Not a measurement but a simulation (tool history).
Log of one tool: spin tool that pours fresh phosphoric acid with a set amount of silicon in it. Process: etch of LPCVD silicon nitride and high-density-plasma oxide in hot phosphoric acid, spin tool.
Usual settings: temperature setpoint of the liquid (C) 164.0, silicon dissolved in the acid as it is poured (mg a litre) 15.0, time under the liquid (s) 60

run     day  temperature setpoint of the liquid (C)  silicon dissolved in the acid as it is poured (mg a litre)  time under the liquid (s)  read-back film thickness of the LPCVD silicon nitride reference wafer, read on the same gauge (nm)  thickness taken off the LPCVD silicon nitride on a monitor wafer (angstrom)
  1   0.000                                   164.0                                                         8.0                         60                                                                                               39.99                                                                         55.9
  2   0.371                                   164.0                                                        15.0                         60                                                                                               40.07                                                                         55.7
  3   0.621                                   164.0                                                        15.0                         60                                                                                               40.04                                                                         55.9
      1.017  -- gauge calibrated
  4   1.158                                   164.0                                                        15.0                         60                                                                                               40.01                                                                         55.8
  5   1.704                                   164.0                                                         8.5                         70                                                                                               40.03                                                                         65.3
  6   1.992                                   164.0                                                        20.0                         90                                                                                               40.01                                                                         84.2
      2.067  -- thermometer replaced
  7   2.388                                   167.0                                                        10.5                         35                                                                                               40.00                                                                         32.6
  8   3.021                                   162.5                                                         6.5                         35                                                                                               40.02                                                                         28.1
  9   3.433                                   164.0                                                        19.0                         50                                                                                               40.01                                                                         42.2
 10   3.825                                   164.0                                                        15.0                         60                                                                                               39.99                                                                         50.6
 11   4.162                                   164.0                                                        15.0                         60                                                                                               40.00                                                                         50.6
 12   4.883                                   166.0                                                        22.0                         75                                                                                               39.97                                                                         67.5
 13   5.583                                   167.0                                                         8.5                         70                                                                                               39.97                                                                         65.4
      5.912  -- heated supply line repaired
      6.071  -- dissolved silicon flow meter replaced
 14   7.204                                   166.5                                                        22.0                         25                                                                                               39.97                                                                         25.9
 15   7.800                                   164.0                                                        23.0                         75                                                                                               39.99                                                                         71.5
 16   8.338                                   165.0                                                        15.0                         80                                                                                               40.00                                                                         78.6
 17   8.671                                   164.0                                                         3.0                         75                                                                                               39.98                                                                         71.6
      9.100  -- gauge calibrated
 18   9.396                                   166.5                                                        25.0                         50                                                                                               39.96                                                                         51.8
 19   9.958                                   166.5                                                        15.0                         60                                                                                               39.96                                                                         61.9
 20  10.450                                   164.0                                                        15.0                         60                                                                                               40.00                                                                         57.2

5 ways to go on from here, each from the tool as it stands after run 20. What would each give?
  A  10.467                                   164.0                                                        15.0                         40                                                                                                   ?                                                                            ?
  B  10.467                                   163.0                                                        15.0                         80                                                                                                   ?                                                                            ?
  C  10.467                                   164.0                                                        24.0                         70                                                                                                   ?                                                                            ?
  D  10.467                                   162.5                                                        21.0                         45                                                                                                   ?                                                                            ?
  E  10.467                                   164.0                                                        20.5                         60                                                                                                   ?                                                                            ?

run  read-back film thickness of the LPCVD silicon nitride reference wafer, read on the same gauge (nm)  thickness taken off the LPCVD silicon nitride on a monitor wafer (angstrom)
  A                                                                                               40.00                                                                         38.0
  B                                                                                               40.00                                                                         73.5
  C                                                                                               40.00                                                                         66.5
  D                                                                                               40.00                                                                         40.6
  E                                                                                               40.00                                                                         57.0
Without the tool's hidden state the same runs would have given:
run  thickness taken off the LPCVD silicon nitride on a monitor wafer (angstrom)
  A                                                                         38.2
  B                                                                         73.9
  C                                                                         66.8
  D                                                                         40.9
  E                                                                         57.3
